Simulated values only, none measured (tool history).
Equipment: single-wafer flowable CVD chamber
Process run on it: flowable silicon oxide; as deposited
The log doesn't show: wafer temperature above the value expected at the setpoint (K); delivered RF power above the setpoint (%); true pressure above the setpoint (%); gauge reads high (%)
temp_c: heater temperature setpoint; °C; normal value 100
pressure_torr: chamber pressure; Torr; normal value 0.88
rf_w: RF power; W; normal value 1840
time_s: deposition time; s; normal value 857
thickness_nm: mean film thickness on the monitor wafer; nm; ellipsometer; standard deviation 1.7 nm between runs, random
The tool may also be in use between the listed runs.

run,day,temp_c,pressure_torr,rf_w,time_s,wafers since the last listed run,hours since the last thermocouple change,hours since the last RF generator calibration,hours since the last manometer calibration,hours since the showerhead was replaced,hours since the gauge calibration,"read-back reference wafer on the same gauge, thickness_nm",thickness_nm
1,0,100,0.88,1840,857,0,709.1,329.9,1367,3441.6,2237,595.14,565.82
2,2.3,100,0.88,1840,857,75,764.3,385.1,1422.2,3496.8,2292.2,596.218,565.785
3,6.521,100,0.783,1840,857,137,865.6,486.4,1523.5,3598.1,2393.5,595.833,502.216
4,8.329,100,0.88,1840,857,59,909,529.8,1566.9,3641.5,2436.9,596.746,561.224
# day 9.2: gauge calibrated
# day 9.767: thermocouple changed; heater temperature recalibrated
5,12.583,100,0.88,1840,857,128,67.6,631.9,1669,3743.6,81.2,596.311,560.906
6,15.404,100,0.88,1840,857,92,135.3,699.6,1736.7,3811.3,148.9,596.471,563.372
7,18.188,100,0.711,1840,857,90,202.1,766.4,1803.5,3878.1,215.7,596.286,454.415
8,20.688,100,0.88,1840,857,81,262.1,826.4,1863.5,3938.1,275.7,595.948,561.263
# day 27.95: capacitance manometer re-zeroed and calibrated
# day 30.658: showerhead replaced
9,31.604,107,1.008,1840,1019,334,524.1,1088.4,87.7,22.7,537.7,595.907,624.245
10,34.229,111,1.06,1840,697,85,587.1,1151.4,150.7,85.7,600.7,596.727,398.735
11,35.846,100,0.88,1840,857,52,625.9,1190.2,189.5,124.5,639.5,596.104,566.945
# day 36.25: RF generator calibrated
12,40.196,114,0.88,1840,745,131,730.3,94.7,293.9,228.9,743.9,596.011,331.792
13,43.425,100,0.88,1840,857,105,807.8,172.2,371.4,306.4,821.4,595.387,574.493
# day 47.871: thermocouple changed; heater temperature recalibrated
14,47.9,100,1.047,1840,926,135,0.7,279.6,478.8,413.8,928.8,596.416,737.51
15,51.054,94,0.696,1565,773,103,76.4,355.3,554.5,489.5,1004.5,595.439,463.825
16,53.854,100,1.086,1615,857,91,143.6,422.5,621.7,556.7,1071.7,595.046,676.329
17,64.9,100,0.88,1940,857,361,408.7,687.6,886.8,821.8,1336.8,595.967,577.43
18,68.05,100,0.88,1840,857,102,484.3,763.2,962.4,897.4,1412.4,595.522,563.928
19,70.592,89,0.88,2110,857,83,545.3,824.2,1023.4,958.4,1473.4,595.685,814.282
20,74.962,85,0.783,1840,857,142,650.2,929.1,1128.3,1063.3,1578.3,596.047,774.8
21,78.871,100,0.88,1840,1012,127,744,1022.9,1222.1,1157.1,1672.1,596.04,660.215
# day 84.1: RF generator calibrated
22,86.383,100,0.783,1840,857,234,924.3,54.8,1402.4,1337.4,1852.4,596.194,509.529
# day 90.225: thermocouple changed; heater temperature recalibrated
23,90.246,86,0.88,1840,1002,115,0.5,147.5,1495.1,1430.1,1945.1,595.82,1000.991
24,93.183,100,0.88,1840,857,96,71,218,1565.6,1500.6,2015.6,595.973,568.905
25,96.5,100,0.682,1840,857,108,150.6,297.6,1645.2,1580.2,2095.2,595.882,440.059
26,99.404,100,0.88,1840,857,94,220.3,367.3,1714.9,1649.9,2164.9,595.534,564.432
27,100.962,100,0.88,1840,857,50,257.7,404.7,1752.3,1687.3,2202.3,595.542,562.957
28,103.633,105,0.661,2050,857,87,321.8,468.8,1816.4,1751.4,2266.4,596.313,372.446

What the log doesn't show, run by run:
wafer temperature above the value expected at the setpoint (K): 0 across all the runs
gauge reads high (%): 0 across all the runs
H1: delivered RF power above the setpoint (%)
H2: true pressure above the setpoint (%)
run,H1,H2
1,-4.64,-1.39
2,-5.11,-1.45
3,-5.83,-1.56
4,-6.09,-1.61
5,-6.61,-1.73
6,-6.89,-1.8
7,-7.13,-1.88
8,-7.31,-1.95
9,-7.87,0.0292
10,-7.96,-0.0415
11,-8.01,-0.085
12,-1.69,-0.202
13,-2.81,-0.289
14,-4.06,-0.41
15,-4.77,-0.494
16,-5.31,-0.57
17,-6.75,-0.867
18,-7.03,-0.952
19,-7.21,-1.02
20,-7.48,-1.14
21,-7.67,-1.24
22,-1.97,-1.45
23,-3.41,-1.55
24,-4.32,-1.63
25,-5.18,-1.72
26,-5.81,-1.8
27,-6.11,-1.84
28,-6.56,-1.91
